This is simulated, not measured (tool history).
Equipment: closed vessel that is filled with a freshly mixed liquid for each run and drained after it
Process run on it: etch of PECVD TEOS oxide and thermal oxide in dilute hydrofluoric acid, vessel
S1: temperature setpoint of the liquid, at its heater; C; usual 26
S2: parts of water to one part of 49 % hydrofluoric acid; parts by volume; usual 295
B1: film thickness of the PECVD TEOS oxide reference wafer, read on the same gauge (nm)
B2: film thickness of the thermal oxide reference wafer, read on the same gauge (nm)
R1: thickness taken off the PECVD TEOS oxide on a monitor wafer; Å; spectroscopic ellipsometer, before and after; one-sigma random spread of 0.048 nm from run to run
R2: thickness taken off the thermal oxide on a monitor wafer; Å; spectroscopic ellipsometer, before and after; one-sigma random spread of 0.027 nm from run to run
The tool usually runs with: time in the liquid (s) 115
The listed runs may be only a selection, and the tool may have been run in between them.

Run 1, day 0: usual settings but S2 200 parts by volume; B1 149.999; B2 70.009. Result: R1 82.08 Å, R2 24.87 Å.
Run 2, day 2.004: usual settings but S2 200 parts by volume; B1 149.989; B2 69.996. Result: R1 80.77 Å, R2 24.8 Å.
Run 3, day 4.142: usual settings; B1 149.98; B2 69.988. Result: R1 48.67 Å, R2 15.39 Å.
Run 4, day 6.712: usual settings; B1 149.992; B2 69.998. Result: R1 49.21 Å, R2 15.5 Å.
At day 6.917: thermometer replaced.
Run 5, day 9.654: usual settings; B1 149.97; B2 70.004. Result: R1 50.01 Å, R2 15.47 Å.
Run 6, day 12.233: usual settings but S1 30 C, S2 395 parts by volume, time in the liquid (s) 60; B1 149.996; B2 70.003. Result: R1 19.63 Å, R2 6.18 Å.
Run 7, day 13.846: usual settings but S1 30.5 C, S2 425 parts by volume, time in the liquid (s) 145; B1 149.993; B2 70.003. Result: R1 43.88 Å, R2 13.97 Å.
Run 8, day 16.575: usual settings but S1 30 C, time in the liquid (s) 160; B1 150.002; B2 70.018. Result: R1 78.71 Å, R2 25.05 Å.
Run 9, day 19.312: usual settings but S1 27.5 C, S2 195 parts by volume, time in the liquid (s) 85; B1 149.984; B2 69.99. Result: R1 65.71 Å, R2 20.8 Å.
Run 10, day 21.412: usual settings but S1 21.5 C, S2 225 parts by volume, time in the liquid (s) 170; B1 150.001; B2 70.032. Result: R1 86.64 Å, R2 27.96 Å.
Run 11, day 23.025: usual settings; B1 149.987; B2 69.981. Result: R1 49 Å, R2 15.66 Å.
Run 12, day 24.975: usual settings but S1 27.5 C, S2 365 parts by volume, time in the liquid (s) 170; B1 150.006; B2 70.013. Result: R1 58 Å, R2 18.28 Å.
Run 13, day 26.521: usual settings but S1 21.5 C, S2 205 parts by volume, time in the liquid (s) 135; B1 149.986; B2 70.005. Result: R1 78.91 Å, R2 24.49 Å.
Run 14, day 27.9: usual settings but S1 29.5 C, S2 410 parts by volume; B1 150.004; B2 70.032. Result: R1 35.54 Å, R2 11.38 Å.
Run 15, day 30.112: usual settings; B1 150.018; B2 69.983. Result: R1 48.63 Å, R2 15.9 Å.
At day 32.871: thermometer replaced.
Run 16, day 32.954: usual settings but S1 31 C, S2 355 parts by volume; B1 149.993; B2 69.975. Result: R1 45.45 Å, R2 14.6 Å.
Run 17, day 34.925: usual settings but S2 250 parts by volume, time in the liquid (s) 50; B1 150.02; B2 70.027. Result: R1 26.89 Å, R2 8.29 Å.
Run 18, day 37.508: usual settings; B1 150.021; B2 69.994. Result: R1 48.86 Å, R2 15.41 Å.
Run 19, day 39.425: usual settings but S1 30.5 C; B1 150.014; B2 70.015. Result: R1 57.61 Å, R2 17.85 Å.
Run 20, day 40.871: usual settings but S1 30 C, S2 150 parts by volume, time in the liquid (s) 145; B1 150.001; B2 70.006. Result: R1 167.48 Å, R2 52.28 Å.
At day 41.467: hydrofluoric acid flow meter replaced.
Run 21, day 43.242: usual settings; B1 149.989; B2 70.017. Result: R1 49.51 Å, R2 15.34 Å.
At day 43.638: gauge calibrated.
Run 22, day 46.767: usual settings but S2 180 parts by volume; B1 150.014; B2 70.03. Result: R1 90.93 Å, R2 29.74 Å.
Run 23, day 49.633: usual settings but S1 23.5 C, S2 405 parts by volume, time in the liquid (s) 165; B1 149.99; B2 69.99. Result: R1 42.66 Å, R2 13.42 Å.
Run 24, day 51.254: usual settings but S1 22.5 C, S2 250 parts by volume, time in the liquid (s) 85; B1 150.009; B2 69.983. Result: R1 40.01 Å, R2 12.71 Å.
At day 55.162: thermometer replaced.
Run 25, day 59.479: usual settings but S1 28.5 C, S2 360 parts by volume; B1 149.981; B2 70.012. Result: R1 41.89 Å, R2 12.85 Å.
Run 26, day 62.379: usual settings; B1 149.982; B2 70. Result: R1 49.26 Å, R2 15.36 Å.
Run 27, day 65.304: usual settings; B1 149.994; B2 70.051. Result: R1 49.56 Å, R2 15.88 Å.

Below are 3 alternative next runs, each starting from the tool's condition after run 27. Predict each:
Run A, day 65.333: usual settings; B1 ?; B2 ?. Result: R1 ?, R2 ?.
Run B, day 65.333: usual settings but S2 185 parts by volume, time in the liquid (s) 145; B1 ?; B2 ?. Result: R1 ?, R2 ?.
Run C, day 65.333: usual settings but S1 22 C, S2 400 parts by volume; B1 ?; B2 ?. Result: R1 ?, R2 ?.

run       B1      B2      R1     R2
  A  150.021  70.005    49.8  15.39
  B  150.021  70.005  112.73  34.85
  C  150.021  70.005   29.08   8.99
With no hidden state in the tool, these same runs would have given:
run      R1     R2
  A    49.8  15.39
  B  112.73  34.85
  C   29.08   8.99
